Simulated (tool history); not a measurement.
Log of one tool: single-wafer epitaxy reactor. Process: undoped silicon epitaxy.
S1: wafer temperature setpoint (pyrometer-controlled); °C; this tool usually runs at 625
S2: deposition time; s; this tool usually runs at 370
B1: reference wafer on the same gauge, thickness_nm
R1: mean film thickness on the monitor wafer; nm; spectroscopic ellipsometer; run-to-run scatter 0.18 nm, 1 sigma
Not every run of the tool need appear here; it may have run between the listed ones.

Run 1, hour 0: usual settings but S2 347 s; B1 30.993. Result: R1 30.998 nm.
Run 2, hour 12: usual settings but S1 618 °C; B1 31.029. Result: R1 27.472 nm.
Run 3, hour 73.7: usual settings but S1 618 °C; B1 30.879. Result: R1 27.4 nm.
Run 4, hour 104.2: usual settings but S1 618 °C; B1 30.873. Result: R1 27.344 nm.
Run 5, hour 118: usual settings; B1 30.852. Result: R1 32.667 nm.
Run 6, hour 143.2: usual settings but S1 634 °C; B1 30.803. Result: R1 41.487 nm.
Run 7, hour 168.3: usual settings but S1 634 °C; B1 30.747. Result: R1 41.262 nm.
Run 8, hour 197.4: usual settings but S1 634 °C; B1 30.718. Result: R1 41.347 nm.
Run 9, hour 212.5: usual settings but S2 428 s; B1 30.718. Result: R1 37.682 nm.
Run 10, hour 238.6: usual settings but S2 428 s; B1 30.669. Result: R1 37.647 nm.
Run 11, hour 268.7: usual settings but S2 428 s; B1 30.664. Result: R1 37.469 nm.
Run 12, hour 302.8: usual settings; B1 30.647. Result: R1 32.406 nm.
Run 13, hour 333.7: usual settings; B1 30.622. Result: R1 32.634 nm.
Run 14, hour 366.8: usual settings; B1 30.615. Result: R1 32.438 nm.
Run 15, hour 382.1: usual settings; B1 30.58. Result: R1 32.185 nm.
Run 16, hour 403.2: usual settings; B1 30.608. Result: R1 32.289 nm.
Run 17, hour 418.2: usual settings but S1 618 °C, S2 297 s; B1 30.57. Result: R1 21.655 nm.
Run 18, hour 439.6: usual settings; B1 30.599. Result: R1 32.443 nm.
Run 19, hour 460.3: usual settings but S1 638 °C, S2 323 s; B1 30.576. Result: R1 40.013 nm.
Run 20, hour 472.9: usual settings but S1 635 °C, S2 326 s; B1 30.606. Result: R1 36.975 nm.
Run 21, hour 497.2: usual settings but S1 616 °C; B1 30.631. Result: R1 25.785 nm.
At hour 513.7: gauge calibrated.
Run 22, hour 532.5: usual settings but S1 614 °C, S2 434 s; B1 31.505. Result: R1 29.364 nm.
At hour 550.7: pyrometer calibrated.
Run 23, hour 552.3: usual settings but S1 618 °C, S2 301 s; B1 31.451. Result: R1 22.514 nm.
Run 24, hour 584.2: usual settings; B1 31.353. Result: R1 33.271 nm.
Run 25, hour 610.1: usual settings but S1 631 °C, S2 394 s; B1 31.264. Result: R1 41.627 nm.
Run 26, hour 625.6: usual settings but S1 634 °C, S2 401 s; B1 31.242. Result: R1 45.405 nm.
Run 27, hour 646.2: usual settings; B1 31.228. Result: R1 33.314 nm.
Run 28, hour 668.2: usual settings but S1 636 °C, S2 302 s; B1 31.158. Result: R1 35.841 nm.
Run 29, hour 689.7: usual settings but S1 617 °C, S2 408 s; B1 31.129. Result: R1 29.415 nm.

What if the next run were any one of these 4? Each begins from the tool's condition after run 29:
Run A, hour 690.2: usual settings but S1 613 °C; B1 ?. Result: R1 ?.
Run B, hour 690.2: usual settings but S2 327 s; B1 ?. Result: R1 ?.
Run C, hour 690.2: usual settings but S1 638 °C, S2 300 s; B1 ?. Result: R1 ?.
Run D, hour 690.2: usual settings but S1 616 °C, S2 406 s; B1 ?. Result: R1 ?.

run      B1      R1
  A  31.126  23.878
  B  31.126  29.054
  C  31.126  37.284
  D  31.126  28.408
Had the tool no hidden state, the same runs would have come out as:
run      R1
  A  24.177
  B  29.419
  C  37.752
  D  28.764
